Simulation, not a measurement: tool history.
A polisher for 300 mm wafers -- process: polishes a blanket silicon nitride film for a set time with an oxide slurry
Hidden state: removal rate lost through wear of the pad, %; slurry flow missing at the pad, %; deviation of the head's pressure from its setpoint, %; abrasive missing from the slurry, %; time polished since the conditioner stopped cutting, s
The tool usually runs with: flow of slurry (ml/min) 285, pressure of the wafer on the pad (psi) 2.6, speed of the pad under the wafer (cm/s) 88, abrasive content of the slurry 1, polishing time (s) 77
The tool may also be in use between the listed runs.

run     day  flow of slurry (ml/min)  pressure of the wafer on the pad (psi)  speed of the pad under the wafer (cm/s)  abrasive content of the slurry  polishing time (s)  wafers since the last listed run  wafers polished on this pad  hours since the slurry nozzle was cleaned  hours since the head pressure was calibrated  hours since the slurry blender was calibrated  hours since the conditioning disc was replaced  incoming thickness of the incoming film, nm  film removed (Å)
  1       0                      285                                     2.6                                       88                               1                  77                                 0                          852                                      166.5                                         495.4                                          151.1                                           130.3                                        554.3               325
  2   2.233                      285                                     2.6                                       88                               1                  77                               422                         1275                                      220.1                                           549                                          204.7                                           183.9                                        551.6               321
  3   3.721                      285                                     2.6                                       88                               1                  77                               281                         1556                                      255.8                                         584.7                                          240.4                                           219.6                                        569.7               307
  4   5.175                      285                                       3                                       88                             1.2                 103                               275                         1831                                      290.7                                         619.6                                          275.3                                           254.5                                        560.2               514
  5   5.812                      285                                     3.4                                       88                            0.75                  66                               120                         1952                                        306                                         634.9                                          290.6                                           269.8                                        552.3               277
      6.317  -- head pressure recalibrated
      6.654  -- worn pad replaced by a new one
       6.75  -- conditioning disc replaced and pad reconditioned
  6   9.479                      285                                     2.6                                       88                               1                  77                               630                          518                                        394                                          75.9                                          378.6                                            65.5                                          567               305
  7  10.412                      285                                     2.6                                       68                               1                  92                               176                          695                                      416.4                                          98.3                                            401                                            87.9                                        560.2               298
  8  11.308                      245                                     2.6                                       64                             0.9                  92                               169                          864                                      437.9                                         119.8                                          422.5                                           109.4                                        567.7               255
     11.442  -- slurry blender recalibrated
  9  12.604                      285                                     3.3                                       88                               1                  77                               229                         1093                                        469                                         150.9                                           27.9                                           140.5                                        559.6               401
 10    13.9                      285                                     2.6                                       88                            0.85                  98                               245                         1339                                      500.1                                           182                                             59                                           171.6                                        561.6               380
     16.421  -- conditioning disc replaced and pad reconditioned
     17.333  -- slurry nozzle cleaned
 11  17.354                      235                                     2.6                                      116                               1                  77                               629                         1968                                        0.5                                         264.9                                          141.9                                            22.4                                        555.7               383
     17.625  -- worn pad replaced by a new one
 12  18.025                      200                                     3.4                                       78                               1                  65                                95                           75                                       16.6                                           281                                            158                                            38.5                                        563.9               311
 13  18.883                      285                                     2.6                                       88                             0.7                  77                               162                          237                                       37.2                                         301.6                                          178.6                                            59.1                                        560.4               267
 14  19.862                      285                                     3.1                                      100                               1                  77                               185                          422                                       60.7                                         325.1                                          202.1                                            82.6                                        562.3               418
 15  21.425                      355                                     2.6                                       64                             1.1                  54                               295                          718                                       98.2                                         362.6                                          239.6                                           120.1                                          561               191
 16  23.375                      285                                     2.8                                       88                               1                  58                               368                         1087                                        145                                         409.4                                          286.4                                           166.9                                        568.8               254
 17  24.188                      285                                       3                                       88                            0.85                  65                               153                         1241                                      164.5                                         428.9                                          305.9                                           186.4                                        561.2               274
 18  25.675                      285                                     1.9                                      100                               1                  77                               281                         1522                                      200.2                                         464.6                                          341.6                                           222.1                                        559.8               264
     26.646  -- slurry blender recalibrated
 19  26.733                      285                                     2.6                                       88                               1                  77                               184                         1706                                      225.6                                           490                                            2.1                                           247.5                                        555.8               326
     27.317  -- conditioning disc replaced and pad reconditioned
 20  28.092                      355                                     2.6                                       88                               1                  77                               241                         1948                                      258.2                                         522.6                                           34.7                                            18.6                                        560.4               334
     28.554  -- worn pad replaced by a new one
 21  29.362                      360                                     2.6                                      106                            0.85                  77                               208                          153                                      288.7                                         553.1                                           65.2                                            49.1                                        563.9               368
 22  29.875                      285                                       3                                       88                               1                 102                                96                          249                                        301                                         565.4                                           77.5                                            61.4                                        564.6               509
 23  30.379                      285                                     2.3                                       88                               1                  77                                95                          345                                      313.1                                         577.5                                           89.6                                            73.5                                        552.9               311
 24  30.967                      370                                       3                                       78                               1                  77                               111                          456                                      327.2                                         591.6                                          103.7                                            87.6                                          558               358
 25  31.546                      285                                     2.6                                       88                               1                  77                               109                          566                                      341.1                                         605.5                                          117.6                                           101.5                                        554.6               339
     34.604  -- head pressure recalibrated
 26  34.792                      285                                       3                                       88                               1                 102                               598                         1164                                        419                                           4.5                                          195.5                                           179.4                                        558.3               490

List, for all runs, the conditions of the tool that the log does not record:
slurry flow missing at the pad, %: 0, the same for each run
deviation of the head's pressure from its setpoint, %: 0, the same for each run
time polished since the conditioner stopped cutting, s: 0, the same for each run
H1: removal rate lost through wear of the pad, %
H2: abrasive missing from the slurry, %
run     H1     H2
  1   2.29   6.43
  2   3.24   8.04
  3   3.88   9.38
  4   4.49   10.9
  5   4.76   11.6
  6    1.5   16.6
  7    1.9   18.1
  8   2.28   19.6
  9   2.83   2.21
 10   3.38   2.44
 11   4.85   3.84
 12  0.291   4.25
 13  0.656   4.84
 14   1.07    5.6
 15   1.74      7
 16   2.57   9.08
 17   2.91   10.1
 18   3.54     12
 19   3.99  0.497
 20   4.57  0.598
 21  0.442  0.855
 22  0.659      1
 23  0.874   1.17
 24   1.12   1.41
 25   1.37   1.67
 26   2.75   3.73
